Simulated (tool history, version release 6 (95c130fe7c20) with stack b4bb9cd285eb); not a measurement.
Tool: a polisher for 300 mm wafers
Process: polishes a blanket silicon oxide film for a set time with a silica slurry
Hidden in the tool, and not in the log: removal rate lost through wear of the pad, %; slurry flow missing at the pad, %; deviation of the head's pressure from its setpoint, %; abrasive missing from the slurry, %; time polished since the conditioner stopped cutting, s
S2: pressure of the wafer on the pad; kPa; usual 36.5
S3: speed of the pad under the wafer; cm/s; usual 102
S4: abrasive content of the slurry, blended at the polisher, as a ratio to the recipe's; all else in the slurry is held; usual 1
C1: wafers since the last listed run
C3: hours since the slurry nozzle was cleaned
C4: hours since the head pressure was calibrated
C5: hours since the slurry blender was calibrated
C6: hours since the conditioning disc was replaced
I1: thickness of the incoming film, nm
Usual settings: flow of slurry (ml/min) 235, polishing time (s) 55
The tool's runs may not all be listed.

Run 1, hour 0: usual settings but flow of slurry (ml/min) 255, S3 92 cm/s; C1 0; wafers polished on this pad 83; C3 65.2; C4 23.2; C5 178.8; C6 101.1; I1 991.9. Result: film removed (nm) 193.2.
At hour 30.3: slurry blender recalibrated.
Run 2, hour 34.9: usual settings but flow of slurry (ml/min) 210; C1 364; wafers polished on this pad 448; C3 100.1; C4 58.1; C5 4.6; C6 136; I1 984. Result: film removed (nm) 201.6.
Run 3, hour 49.8: usual settings but flow of slurry (ml/min) 210; C1 165; wafers polished on this pad 613; C3 115; C4 73; C5 19.5; C6 150.9; I1 977.7. Result: film removed (nm) 201.3.
Run 4, hour 74.5: usual settings but flow of slurry (ml/min) 210; C1 273; wafers polished on this pad 887; C3 139.7; C4 97.7; C5 44.2; C6 175.6; I1 982.3. Result: film removed (nm) 200.2.
At hour 154.7: conditioning disc replaced and pad reconditioned.
Run 5, hour 181: usual settings but S2 26.9 kPa, polishing time (s) 49; C1 1159; wafers polished on this pad 2046; C3 246.2; C4 204.2; C5 150.7; C6 26.3; I1 971.8. Result: film removed (nm) 140.5.
Run 6, hour 204.4: usual settings but S2 40.7 kPa, S3 84 cm/s, S4 1.1; C1 259; wafers polished on this pad 2306; C3 269.6; C4 227.6; C5 174.1; C6 49.7; I1 985.3. Result: film removed (nm) 205.5.
At hour 222.1: worn pad replaced by a new one.
Run 7, hour 222.6: usual settings but flow of slurry (ml/min) 180, polishing time (s) 66; C1 157; wafers polished on this pad 5; C3 287.8; C4 245.8; C5 192.3; C6 67.9; I1 979.6. Result: film removed (nm) 235.4.
Run 8, hour 245.6: usual settings; C1 255; wafers polished on this pad 260; C3 310.8; C4 268.8; C5 215.3; C6 90.9; I1 982.3. Result: film removed (nm) 202.3.
Run 9, hour 261.1: usual settings but S2 42.7 kPa, polishing time (s) 65; C1 171; wafers polished on this pad 432; C3 326.3; C4 284.3; C5 230.8; C6 106.4; I1 979.2. Result: film removed (nm) 270.4.
At hour 277.2: slurry blender recalibrated.
Run 10, hour 287.1: usual settings; C1 266; wafers polished on this pad 698; C3 352.3; C4 310.3; C5 9.9; C6 132.4; I1 971. Result: film removed (nm) 198.7.
Run 11, hour 320.4: usual settings but polishing time (s) 48; C1 369; wafers polished on this pad 1068; C3 385.6; C4 343.6; C5 43.2; C6 165.7; I1 980.6. Result: film removed (nm) 174.7.
Run 12, hour 344.5: usual settings; C1 267; wafers polished on this pad 1335; C3 409.7; C4 367.7; C5 67.3; C6 189.8; I1 959.2. Result: film removed (nm) 202.2.
At hour 384.4: head pressure recalibrated.
Run 13, hour 394.4: usual settings but S2 31 kPa, polishing time (s) 67; C1 531; wafers polished on this pad 1866; C3 459.6; C4 10; C5 117.2; C6 239.7; I1 974.6. Result: film removed (nm) 211.6.
At hour 399.9: conditioning disc replaced and pad reconditioned.
Run 14, hour 414.6: usual settings but S2 32.4 kPa; C1 201; wafers polished on this pad 2068; C3 479.8; C4 30.2; C5 137.4; C6 14.7; I1 988. Result: film removed (nm) 185.9.
Run 15, hour 429: usual settings but flow of slurry (ml/min) 200, S2 32.4 kPa, S3 114 cm/s, S4 0.8; C1 159; wafers polished on this pad 2228; C3 494.2; C4 44.6; C5 151.8; C6 29.1; I1 981.9. Result: film removed (nm) 177.9.
Run 16, hour 448.3: usual settings but S3 78 cm/s, polishing time (s) 62; C1 214; wafers polished on this pad 2442; C3 513.5; C4 63.9; C5 171.1; C6 48.4; I1 983.1. Result: film removed (nm) 195.6.
At hour 463.1: worn pad replaced by a new one.
Run 17, hour 464.1: usual settings but flow of slurry (ml/min) 285, S2 47.6 kPa, S4 1.15; C1 130; wafers polished on this pad 10; C3 529.3; C4 79.7; C5 186.9; C6 64.2; I1 977.8. Result: film removed (nm) 271.2.
Run 18, hour 519: usual settings but flow of slurry (ml/min) 200, polishing time (s) 49; C1 609; wafers polished on this pad 619; C3 584.2; C4 134.6; C5 241.8; C6 119.1; I1 979.7. Result: film removed (nm) 175.9.
At hour 548.5: slurry blender recalibrated.
Run 19, hour 551.5: usual settings but flow of slurry (ml/min) 290, S4 0.75; C1 338; wafers polished on this pad 958; C3 616.7; C4 167.1; C5 3; C6 151.6; I1 971.6. Result: film removed (nm) 188.5.
Run 20, hour 576.3: usual settings but flow of slurry (ml/min) 175, S2 23.4 kPa, S3 74 cm/s, S4 1.1; C1 275; wafers polished on this pad 1233; C3 641.5; C4 191.9; C5 27.8; C6 176.4; I1 969.9. Result: film removed (nm) 120.7.
Run 21, hour 611.4: usual settings but flow of slurry (ml/min) 310, S2 46.2 kPa, S3 84 cm/s, S4 1.15; C1 389; wafers polished on this pad 1622; C3 676.6; C4 227; C5 62.9; C6 211.5; I1 978.3. Result: film removed (nm) 241.5.
Run 22, hour 627.9: usual settings; C1 183; wafers polished on this pad 1805; C3 693.1; C4 243.5; C5 79.4; C6 228; I1 975.3. Result: film removed (nm) 201.5.
Run 23, hour 649.7: usual settings but S2 49 kPa, polishing time (s) 49; C1 241; wafers polished on this pad 2047; C3 714.9; C4 265.3; C5 101.2; C6 249.8; I1 995.7. Result: film removed (nm) 230.4.
At hour 664.3: conditioning disc replaced and pad reconditioned.
At hour 716.6: worn pad replaced by a new one.
Run 24, hour 732.3: usual settings but S3 82 cm/s; C1 849; wafers polished on this pad 173; C3 797.5; C4 347.9; C5 183.8; C6 68; I1 991.2. Result: film removed (nm) 180.6.
Run 25, hour 748.5: usual settings; C1 179; wafers polished on this pad 353; C3 813.7; C4 364.1; C5 200; C6 84.2; I1 993.2. Result: film removed (nm) 202.8.
At hour 752: head pressure recalibrated.
At hour 760.8: slurry nozzle cleaned.
Run 26, hour 769.1: usual settings but flow of slurry (ml/min) 300, S2 27.6 kPa, S3 116 cm/s, S4 1.2; C1 195; wafers polished on this pad 548; C3 8.3; C4 17.1; C5 220.6; C6 104.8; I1 975.9. Result: film removed (nm) 183.8.

3 ways to go on from here, each from the tool as it stands after run 26. What would each give?
Run A, hour 769.5: usual settings but S4 0.75; C1 4; wafers polished on this pad 553; C3 8.7; C4 17.5; C5 221; C6 105.2; I1 972.7. Result: film removed (nm) ?.
Run B, hour 769.5: usual settings but S4 1.15, polishing time (s) 44; C1 4; wafers polished on this pad 553; C3 8.7; C4 17.5; C5 221; C6 105.2; I1 972.7. Result: film removed (nm) ?.
Run C, hour 769.5: usual settings but S4 1.1; C1 4; wafers polished on this pad 553; C3 8.7; C4 17.5; C5 221; C6 105.2; I1 972.7. Result: film removed (nm) ?.

run  film removed (nm)
  A              185.7
  B              171.7
  C              211.5
Without the tool's hidden state the same runs would have given:
run  film removed (nm)
  A              185.7
  B              171.7
  C              211.5
